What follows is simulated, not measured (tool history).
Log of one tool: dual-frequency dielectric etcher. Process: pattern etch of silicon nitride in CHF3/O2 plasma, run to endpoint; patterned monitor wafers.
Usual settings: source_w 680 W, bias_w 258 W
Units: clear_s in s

run    hour  source_w  bias_w  incoming incoming film thickness, nm  clear_s
  1     0.0       680     258                                  87.0     48.9
  2    69.2       680     258                                  86.7     48.2
  3   128.3       680     258                                  87.6     49.0
  4   159.5       680     258                                  87.4     48.4
  5   228.8       680     258                                  87.4     47.6
  6   256.6       680     258                                  86.4     47.5
  7   307.9       680     297                                  87.5     43.8
      333.7  -- wet clean of the chamber
  8   344.3       680     297                                  86.6     42.6
  9   392.5       680     297                                  86.5     43.1
      441.4  -- source power generator calibrated
 10   450.6       720     258                                  88.0     45.7
 11   506.7       680     258                                  86.8     45.9
 12   576.6       680     258                                  87.2     46.2
 13   625.0       680     258                                  86.6     45.3
      728.3  -- bias power generator calibrated
 14   747.0       680     258                                  86.7     45.3
      828.5  -- wet clean of the chamber, repeated, since the last time left the tool worse
 15   829.0       590     258                                  87.1     51.7
      853.5  -- upper electrode replaced
 16   867.9       590     258                                  87.1     50.8
 17   920.6       680     258                                  87.1     47.6
 18   981.4       680     258                                  87.1     48.6
 19  1021.7       520     318                                  86.9     47.3
 20  1049.3       620     301                                  87.3     45.7
 21  1192.6       550     258                                  87.9     52.1
     1251.6  -- wet clean of the chamber
 22  1252.1       830     210                                  87.8     50.9
 23  1303.2       680     258                                  87.8     48.5
 24  1349.2       750     300                                  87.0     42.7
 25  1380.9       680     258                                  87.7     48.5
 26  1428.7       570     316                                  87.2     46.0
 27  1476.0       680     210                                  87.8     54.0
 28  1540.0       560     237                                  87.1     54.0
 29  1606.1       540     277                                  87.4     50.2
     1661.5  -- wet clean of the chamber
 30  1665.4       520     222                                  87.0     58.4
 31  1716.8       680     204                                  87.1     55.5
 32  1765.4       680     313                                  86.3     42.9
 33  1796.8       600     300                                  87.5     47.1
 34  1860.0       680     217                                  86.8     52.8
 35  1895.3       680     300                                  87.0     43.8
 36  1962.8       680     208                                  87.3     53.6

3 ways to go on from here, each from the tool as it stands after run 36. What would each give?
  A  1963.2       680     258                                  86.9        ?
  B  1963.2       560     258                                  86.9        ?
  C  1963.2       680     289                                  86.9        ?

run  clear_s
  A     47.9
  B     51.7
  C     45.0
Without the tool's hidden state the same runs would have given:
run  clear_s
  A     48.7
  B     52.5
  C     45.7
